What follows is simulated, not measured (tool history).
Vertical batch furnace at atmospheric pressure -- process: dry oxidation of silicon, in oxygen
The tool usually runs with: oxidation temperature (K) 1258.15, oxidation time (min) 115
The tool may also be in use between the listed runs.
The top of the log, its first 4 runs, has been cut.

run	hour	oxidation temperature (K)	oxidation time (min)	wafers since the last listed run	hours since the last temperature calibration	hours since the boat lift was adjusted	hours since the gauge calibration	read-back reference wafer on the same gauge, thickness	oxide thickness on the monitor wafer (nm)
5	89.5	1258.15	77	214	1197.2	4295.7	434	90.2	73.65
6	121.2	1258.15	115	391	1228.9	4327.4	465.7	90.17	89
7	155.6	1258.15	115	424	1263.3	4361.8	500.1	90.24	88.6
8	181.6	1270.15	115	321	1289.3	4387.8	526.1	90.22	95.52
9	208.6	1270.15	115	333	1316.3	4414.8	553.1	90.24	95.62
10	242.9	1258.15	115	423	1350.6	4449.1	587.4	90.2	88.75
11	258.9	1258.15	115	197	1366.6	4465.1	603.4	90.19	88.78
12	288.9	1258.15	115	370	1396.6	4495.1	633.4	90.18	88.81
13	371.1	1258.15	115	1015	1478.8	4577.3	715.6	90.21	89.01
14	438.3	1258.15	115	830	1546	4644.5	782.8	90.17	88.72
15	457.6	1258.15	115	238	1565.3	4663.8	802.1	90.21	88.83
# hour 495.9: thermocouples replaced and temperature profile calibrated
16	496.4	1258.15	115	182	0.5	4702.6	840.9	90.21	86.09
17	503	1258.15	115	81	7.1	4709.2	847.5	90.19	85.95
18	514.3	1258.15	115	139	18.4	4720.5	858.8	90.25	86.11
# hour 543.6: boat lift adjusted
19	569.7	1258.15	115	387	73.8	26.1	914.2	90.18	86.49
20	599.4	1246.15	115	366	103.5	55.8	943.9	90.24	81.67
21	615.6	1242.15	115	200	119.7	72	960.1	90.21	80.2
22	643.7	1239.15	115	347	147.8	100.1	988.2	90.17	79.03
23	667.5	1249.15	100	294	171.6	123.9	1012	90.18	77.76
24	694	1278.15	92	327	198.1	150.4	1038.5	90.19	87.52
# hour 713.4: gauge calibrated
25	717.8	1247.15	163.5	294	221.9	174.2	4.4	90.21	97.39
26	750.9	1258.15	164	408	255	207.3	37.5	90.21	104.06
27	793.8	1258.15	115	529	297.9	250.2	80.4	90.2	87.07
28	813.3	1250.15	62	240	317.4	269.7	99.9	90.25	64.64

Estimate the outcome of run 29 from the log above:
29	838.9	1270.15	157	316	343	295.3	125.5	?	?

{"run 29": {"read-back reference wafer on the same gauge, thickness": 90.18, "oxide thickness on the monitor wafer (nm)": 110.21}}
Minus the tool's unlogged condition, the same run would have read oxide thickness on the monitor wafer (nm) 108.39.

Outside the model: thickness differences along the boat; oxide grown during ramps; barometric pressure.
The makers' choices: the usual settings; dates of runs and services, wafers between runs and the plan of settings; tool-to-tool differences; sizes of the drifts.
